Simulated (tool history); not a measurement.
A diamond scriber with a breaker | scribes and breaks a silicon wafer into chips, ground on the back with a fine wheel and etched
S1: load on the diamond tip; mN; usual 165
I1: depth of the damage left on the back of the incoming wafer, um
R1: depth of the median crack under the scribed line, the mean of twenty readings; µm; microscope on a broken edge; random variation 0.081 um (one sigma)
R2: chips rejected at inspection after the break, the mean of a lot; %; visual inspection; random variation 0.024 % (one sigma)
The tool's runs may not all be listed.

run,hour,S1,I1,R1,R2
1,0,137,0.61,8.24,5.42
2,11.4,137,0.32,8.09,5.99
3,22.5,165,0.36,8.77,2.3
4,38.7,165,0.59,8.65,2.63
5,53.2,165,0.72,8.64,2.94
6,68.3,194,0.36,9.63,1.02
7,80.8,194,0.4,9.4,1.19
8,97.1,197,0.7,9.37,1.23
9,109.3,134,0.72,7.51,9.81
10,120.9,165,0.52,8.37,4.49
# hour 127.7: diamond tip replaced by a new one
11,128.1,144,0.56,9.28,1.44
# hour 144.8: load on the tip recalibrated
12,145.3,200,0.48,11.29,1.91
13,151.4,129,0.8,8.71,3.03
14,167.9,121,0.4,8.32,4.2
15,174.1,213,0.76,11.49,3.13
16,182.4,165,0.8,9.92,0.81

Measured less the same run without the tool's hidden state. The same run-to-run variation is in both; the gauge's scatter may not be:
The hidden state here: share of the diamond tip's cutting effectiveness lost through wear, %; deviation of the load on the tip from its setpoint, %.
run,R1,R2
1,-0.94,+3.51
2,-0.96,+3.98
3,-1.11,+1.56
4,-1.19,+1.86
5,-1.28,+2.15
6,-1.53,-0.63
7,-1.59,-0.56
8,-1.71,-0.7
9,-1.45,+7.53
10,-1.71,+3.74
11,-0.05,+0.09
12,-0.06,-0.13
13,-0.05,+0.17
14,-0.06,+0.23
15,-0.07,-0.21
16,-0.07,+0.01
